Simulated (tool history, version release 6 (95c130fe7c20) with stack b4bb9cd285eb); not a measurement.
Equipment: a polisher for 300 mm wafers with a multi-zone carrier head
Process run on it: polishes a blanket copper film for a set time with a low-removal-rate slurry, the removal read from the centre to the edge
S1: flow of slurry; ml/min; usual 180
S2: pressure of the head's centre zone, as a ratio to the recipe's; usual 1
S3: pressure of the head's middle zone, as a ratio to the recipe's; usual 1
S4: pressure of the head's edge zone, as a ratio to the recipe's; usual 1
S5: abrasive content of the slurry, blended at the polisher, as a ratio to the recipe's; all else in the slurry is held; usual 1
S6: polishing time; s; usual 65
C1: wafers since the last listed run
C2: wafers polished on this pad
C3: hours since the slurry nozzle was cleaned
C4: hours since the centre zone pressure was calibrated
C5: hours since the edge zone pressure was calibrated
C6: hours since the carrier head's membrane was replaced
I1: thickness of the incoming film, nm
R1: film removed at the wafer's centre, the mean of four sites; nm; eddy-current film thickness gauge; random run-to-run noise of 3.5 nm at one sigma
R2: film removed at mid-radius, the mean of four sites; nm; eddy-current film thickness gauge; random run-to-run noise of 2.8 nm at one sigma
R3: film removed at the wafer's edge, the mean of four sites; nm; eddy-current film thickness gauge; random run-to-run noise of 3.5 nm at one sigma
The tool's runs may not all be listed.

run,hour,S1,S2,S3,S4,S5,S6,C1,C2,C3,C4,C5,C6,I1,R1,R2,R3
1,0,180,1,1,1,1,65,0,334,298.3,1259.1,374.1,1072.5,1148.5,236.5,233.8,225.1
2,14.1,180,1,1,1,1,65,92,426,312.4,1273.2,388.2,1086.6,1132.1,234.1,227.2,219.3
3,26.3,180,1,1,1,1,65,79,505,324.6,1285.4,400.4,1098.8,1150,229.6,225.3,216.6
4,33.9,230,1,1,1,1,65,49,555,332.2,1293,408,1106.4,1122.9,237.2,230,221.3
5,44.7,180,1,1,1,1,65,70,626,343,1303.8,418.8,1117.2,1144.6,223.3,222.5,223
# hour 54.6: edge zone pressure recalibrated
# hour 55: slurry nozzle cleaned
6,62,180,1,1,1,1,65,97,723,7,1321.1,7.4,1134.5,1126.4,222.7,218.6,217.7
7,71.6,180,1,1,1,1,65,62,786,16.6,1330.7,17,1144.1,1134.3,232.7,217.9,221.9
8,84.5,180,1,1,1,1.2,65,84,870,29.5,1343.6,29.9,1157,1127.7,222.2,224.5,224.4
9,93.6,180,1,1.1,0.89,1,65,59,929,38.6,1352.7,39,1166.1,1130.1,227,239.2,206.7
10,102.4,180,1,1,1,1,65,57,987,47.4,1361.5,47.8,1174.9,1139.2,221.1,220,215.6
# hour 112.9: centre zone pressure recalibrated
11,113.4,180,1,1.06,1,1,65,58,1046,58.4,0.5,58.8,1185.9,1132.7,220.7,232.7,214.8
# hour 129.6: carrier head's membrane replaced by a new one
12,135.1,180,1,1,1,1.3,65,109,1155,80.1,22.2,80.5,5.5,1115,227.5,229.6,223.9

The next listed run, before its measurement:
# hour 141.2: worn pad replaced by a new one
13,146.6,180,1,1,1,1,65,49,35,91.6,33.7,92,17,1133.5,?,?,?

{"run 13": {"R1": 256, "R2": 248.1, "R3": 241.4}}
On a tool with no hidden condition, and with the same random variation, this run would have come out at R1 261.4 nm, R2 253.3 nm, R3 246.5 nm.

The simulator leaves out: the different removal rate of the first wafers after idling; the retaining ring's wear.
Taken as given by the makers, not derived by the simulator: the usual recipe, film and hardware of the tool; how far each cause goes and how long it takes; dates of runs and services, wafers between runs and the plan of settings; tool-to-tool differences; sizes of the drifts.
